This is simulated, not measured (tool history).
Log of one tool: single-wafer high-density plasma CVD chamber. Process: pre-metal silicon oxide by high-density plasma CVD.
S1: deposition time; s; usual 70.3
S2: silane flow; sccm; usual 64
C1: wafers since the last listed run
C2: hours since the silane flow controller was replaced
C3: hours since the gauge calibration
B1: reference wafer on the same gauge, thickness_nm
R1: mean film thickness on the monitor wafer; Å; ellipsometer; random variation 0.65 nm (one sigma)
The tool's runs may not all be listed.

{"run": 1, "hour": 0.0, "S1": 70.3, "S2": 64, "C1": 0, "C2": 3327.1, "C3": 121.8, "B1": 463.517, "R1": 4335.77}
{"run": 2, "hour": 10.1, "S1": 70.3, "S2": 64, "C1": 121, "C2": 3337.2, "C3": 131.9, "B1": 463.498, "R1": 4324.81}
{"run": 3, "hour": 27.0, "S1": 70.3, "S2": 64, "C1": 203, "C2": 3354.1, "C3": 148.8, "B1": 463.538, "R1": 4317.56}
{"run": 4, "hour": 38.3, "S1": 63.1, "S2": 71, "C1": 135, "C2": 3365.4, "C3": 160.1, "B1": 463.168, "R1": 4247.75}
{"run": 5, "hour": 53.1, "S1": 63.1, "S2": 71, "C1": 178, "C2": 3380.2, "C3": 174.9, "B1": 462.675, "R1": 4248.15}
{"run": 6, "hour": 63.1, "S1": 63.1, "S2": 71, "C1": 120, "C2": 3390.2, "C3": 184.9, "B1": 462.579, "R1": 4253.52}
{"run": 7, "hour": 79.3, "S1": 64.4, "S2": 64, "C1": 194, "C2": 3406.4, "C3": 201.1, "B1": 462.537, "R1": 3957.88}
{"run": 8, "hour": 95.1, "S1": 64.4, "S2": 64, "C1": 190, "C2": 3422.2, "C3": 216.9, "B1": 462.597, "R1": 3956.41}
{"run": 9, "hour": 112.4, "S1": 70.3, "S2": 73, "C1": 208, "C2": 3439.5, "C3": 234.2, "B1": 462.278, "R1": 4854.17}
{"run": 10, "hour": 118.9, "S1": 70.3, "S2": 73, "C1": 78, "C2": 3446.0, "C3": 240.7, "B1": 461.806, "R1": 4847.81}
{"run": 11, "hour": 133.0, "S1": 75.4, "S2": 70, "C1": 169, "C2": 3460.1, "C3": 254.8, "B1": 462.1, "R1": 5006.74}
{"run": 12, "hour": 182.6, "S1": 66.0, "S2": 64, "C1": 596, "C2": 3509.7, "C3": 304.4, "B1": 461.206, "R1": 4037.47}
{"hour": 186.4, "done": "gauge calibrated"}
{"run": 13, "hour": 188.7, "S1": 70.3, "S2": 74, "C1": 73, "C2": 3515.8, "C3": 2.3, "B1": 464.992, "R1": 4929.17}
{"run": 14, "hour": 202.4, "S1": 82.2, "S2": 71, "C1": 164, "C2": 3529.5, "C3": 16.0, "B1": 464.671, "R1": 5566.16}
{"hour": 213.0, "done": "silane flow controller replaced"}
{"run": 15, "hour": 220.0, "S1": 81.4, "S2": 64, "C1": 115, "C2": 7.0, "C3": 33.6, "B1": 464.749, "R1": 5021.03}
{"run": 16, "hour": 226.5, "S1": 59.5, "S2": 64, "C1": 78, "C2": 13.5, "C3": 40.1, "B1": 464.505, "R1": 3667.9}
{"run": 17, "hour": 234.3, "S1": 82.7, "S2": 77, "C1": 93, "C2": 21.3, "C3": 47.9, "B1": 464.536, "R1": 6011.02}
{"run": 18, "hour": 241.1, "S1": 70.3, "S2": 64, "C1": 81, "C2": 28.1, "C3": 54.7, "B1": 464.37, "R1": 4340.46}
{"run": 19, "hour": 257.7, "S1": 63.0, "S2": 52, "C1": 199, "C2": 44.7, "C3": 71.3, "B1": 464.488, "R1": 3245.07}
{"run": 20, "hour": 267.8, "S1": 82.2, "S2": 71, "C1": 121, "C2": 54.8, "C3": 81.4, "B1": 463.742, "R1": 5546.04}
{"run": 21, "hour": 280.5, "S1": 64.7, "S2": 60, "C1": 152, "C2": 67.5, "C3": 94.1, "B1": 463.725, "R1": 3766.93}

Forecast each of these 4 alternatives for the next run:
{"run": "A", "hour": 280.9, "S1": 70.3, "S2": 58, "C1": 4, "C2": 67.9, "C3": 94.5, "B1": "?", "R1": "?"}
{"run": "B", "hour": 280.9, "S1": 83.3, "S2": 67, "C1": 4, "C2": 67.9, "C3": 94.5, "B1": "?", "R1": "?"}
{"run": "C", "hour": 280.9, "S1": 70.3, "S2": 70, "C1": 4, "C2": 67.9, "C3": 94.5, "B1": "?", "R1": "?"}
{"run": "D", "hour": 280.9, "S1": 70.3, "S2": 54, "C1": 4, "C2": 67.9, "C3": 94.5, "B1": "?", "R1": "?"}

run=A B1=463.928 R1=3970.91
run=B B1=463.928 R1=5339.61
run=C B1=463.928 R1=4684.76
run=D B1=463.928 R1=3732.95
Without the tool's hidden state the same runs would have given:
run=A R1=3980.94
run=B R1=5353.10
run=C R1=4696.60
run=D R1=3742.39
